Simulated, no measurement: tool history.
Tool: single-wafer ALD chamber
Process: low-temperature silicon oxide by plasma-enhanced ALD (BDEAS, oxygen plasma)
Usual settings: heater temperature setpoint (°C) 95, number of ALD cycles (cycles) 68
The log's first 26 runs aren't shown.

run    hour  heater temperature setpoint (°C)  number of ALD cycles (cycles)  wafers since the last listed run  hours since the last thermocouple change  hours since the gauge calibration  read-back reference wafer on the same gauge, thickness_nm  mean film thickness on the monitor wafer (Å)
 27  1443.2                                90                             61                               109                                    2625.0                              119.6                                                      9.938                                         87.87
     1485.8  -- thermocouple changed; heater temperature recalibrated
 28  1486.4                                86                             74                               113                                       0.6                              162.8                                                      9.939                                        109.03
 29  1540.0                                87                             77                               173                                      54.2                              216.4                                                      9.949                                        112.92
 30  1611.7                                95                             68                               231                                     125.9                              288.1                                                      9.943                                         97.62
 31  1670.4                                90                             72                               189                                     184.6                              346.8                                                      9.937                                        104.74
 32  1708.4                                83                             59                               122                                     222.6                              384.8                                                      9.936                                         87.77
 33  1779.3                                83                             57                               229                                     293.5                              455.7                                                      9.934                                         85.07
 34  1844.1                                81                             56                               209                                     358.3                              520.5                                                      9.943                                         83.65
 35  1904.2                                95                             68                               194                                     418.4                              580.6                                                      9.945                                         97.59
 36  1928.8                               107                             75                                79                                     443.0                              605.2                                                      9.942                                        103.86
 37  1998.6                               107                             68                               225                                     512.8                              675.0                                                      9.941                                         93.45
     2009.7  -- thermocouple changed; heater temperature recalibrated, repeated, since the last time left the tool worse
 38  2044.3                               100                             68                               121                                      34.6                              720.7                                                      9.943                                         94.01
 39  2114.8                                95                             68                               227                                     105.1                              791.2                                                      9.952                                         95.18
 40  2159.0                               100                             58                               142                                     149.3                              835.4                                                      9.939                                         80.12

The next listed run, before its measurement:
 41  2212.5                                90                             68                               172                                     202.8                              888.9                                                          ?                                             ?

{"run 41": {"read-back reference wafer on the same gauge, thickness_nm": 9.938, "mean film thickness on the monitor wafer (Å)": 97.11}}
Without the tool's hidden state the same run would have given mean film thickness on the monitor wafer (Å) 97.01.
